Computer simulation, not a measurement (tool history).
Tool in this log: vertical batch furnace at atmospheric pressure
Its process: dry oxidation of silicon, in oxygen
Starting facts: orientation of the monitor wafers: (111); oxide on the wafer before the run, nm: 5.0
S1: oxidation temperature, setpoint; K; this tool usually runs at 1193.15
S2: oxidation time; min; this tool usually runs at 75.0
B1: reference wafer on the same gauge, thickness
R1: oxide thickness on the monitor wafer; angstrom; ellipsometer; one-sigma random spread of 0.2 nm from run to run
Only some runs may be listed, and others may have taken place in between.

{"run": 1, "day": 0.0, "S1": 1193.15, "S2": 85.0, "B1": 48.9, "R1": 498.2}
{"run": 2, "day": 3.888, "S1": 1193.15, "S2": 102.0, "B1": 48.86, "R1": 569.0}
{"run": 3, "day": 6.729, "S1": 1193.15, "S2": 75.0, "B1": 48.88, "R1": 462.6}
{"run": 4, "day": 8.671, "S1": 1193.15, "S2": 75.0, "B1": 48.98, "R1": 463.4}
{"run": 5, "day": 12.338, "S1": 1193.15, "S2": 75.0, "B1": 48.86, "R1": 460.9}
{"run": 6, "day": 15.662, "S1": 1193.15, "S2": 75.0, "B1": 48.96, "R1": 462.5}
{"run": 7, "day": 17.383, "S1": 1193.15, "S2": 75.0, "B1": 48.88, "R1": 462.2}
{"run": 8, "day": 20.3, "S1": 1193.15, "S2": 75.0, "B1": 48.89, "R1": 463.1}
{"run": 9, "day": 24.221, "S1": 1193.15, "S2": 75.0, "B1": 48.88, "R1": 465.1}
{"day": 24.262, "done": "gauge calibrated"}
{"run": 10, "day": 26.762, "S1": 1193.15, "S2": 75.0, "B1": 48.86, "R1": 463.0}
{"run": 11, "day": 28.846, "S1": 1193.15, "S2": 75.0, "B1": 48.92, "R1": 462.0}
{"run": 12, "day": 31.804, "S1": 1193.15, "S2": 75.0, "B1": 48.94, "R1": 465.9}
{"run": 13, "day": 33.412, "S1": 1193.15, "S2": 75.0, "B1": 48.86, "R1": 467.0}
{"run": 14, "day": 35.725, "S1": 1186.15, "S2": 75.0, "B1": 48.88, "R1": 436.0}
{"run": 15, "day": 40.2, "S1": 1210.15, "S2": 87.5, "B1": 48.91, "R1": 592.2}
{"run": 16, "day": 47.017, "S1": 1201.15, "S2": 104.5, "B1": 48.89, "R1": 626.5}
{"run": 17, "day": 48.975, "S1": 1212.15, "S2": 90.5, "B1": 48.88, "R1": 622.0}
{"day": 52.0, "done": "thermocouples replaced and temperature profile calibrated"}
{"run": 18, "day": 52.021, "S1": 1193.15, "S2": 75.0, "B1": 48.87, "R1": 448.8}
{"day": 53.671, "done": "boat lift adjusted"}
{"run": 19, "day": 54.071, "S1": 1214.15, "S2": 48.0, "B1": 48.89, "R1": 398.3}
{"run": 20, "day": 58.529, "S1": 1193.15, "S2": 75.0, "B1": 48.94, "R1": 451.9}
{"run": 21, "day": 61.667, "S1": 1193.15, "S2": 60.5, "B1": 48.92, "R1": 393.5}
{"run": 22, "day": 64.225, "S1": 1193.15, "S2": 75.0, "B1": 48.87, "R1": 450.5}
{"run": 23, "day": 67.592, "S1": 1184.15, "S2": 57.0, "B1": 48.91, "R1": 346.8}
{"run": 24, "day": 70.171, "S1": 1215.15, "S2": 55.5, "B1": 48.92, "R1": 450.0}
{"run": 25, "day": 72.283, "S1": 1181.15, "S2": 58.5, "B1": 48.96, "R1": 346.5}
{"run": 26, "day": 75.271, "S1": 1174.15, "S2": 102.0, "B1": 48.92, "R1": 463.2}
{"run": 27, "day": 77.6, "S1": 1210.15, "S2": 101.0, "B1": 48.9, "R1": 639.4}

Each row is a separate what-if for the run after 27, all from the same tool condition, not one after another. Results?
{"run": "A", "day": 77.8, "S1": 1193.15, "S2": 75.0, "B1": "?", "R1": "?"}
{"run": "B", "day": 77.8, "S1": 1182.15, "S2": 75.0, "B1": "?", "R1": "?"}
{"run": "C", "day": 77.8, "S1": 1172.15, "S2": 102.5, "B1": "?", "R1": "?"}

run=A B1=48.94 R1=452.8
run=B B1=48.94 R1=408.4
run=C B1=48.94 R1=456.0
Without the tool's hidden state the same runs would have given:
run=A R1=446.8
run=B R1=402.8
run=C R1=449.6
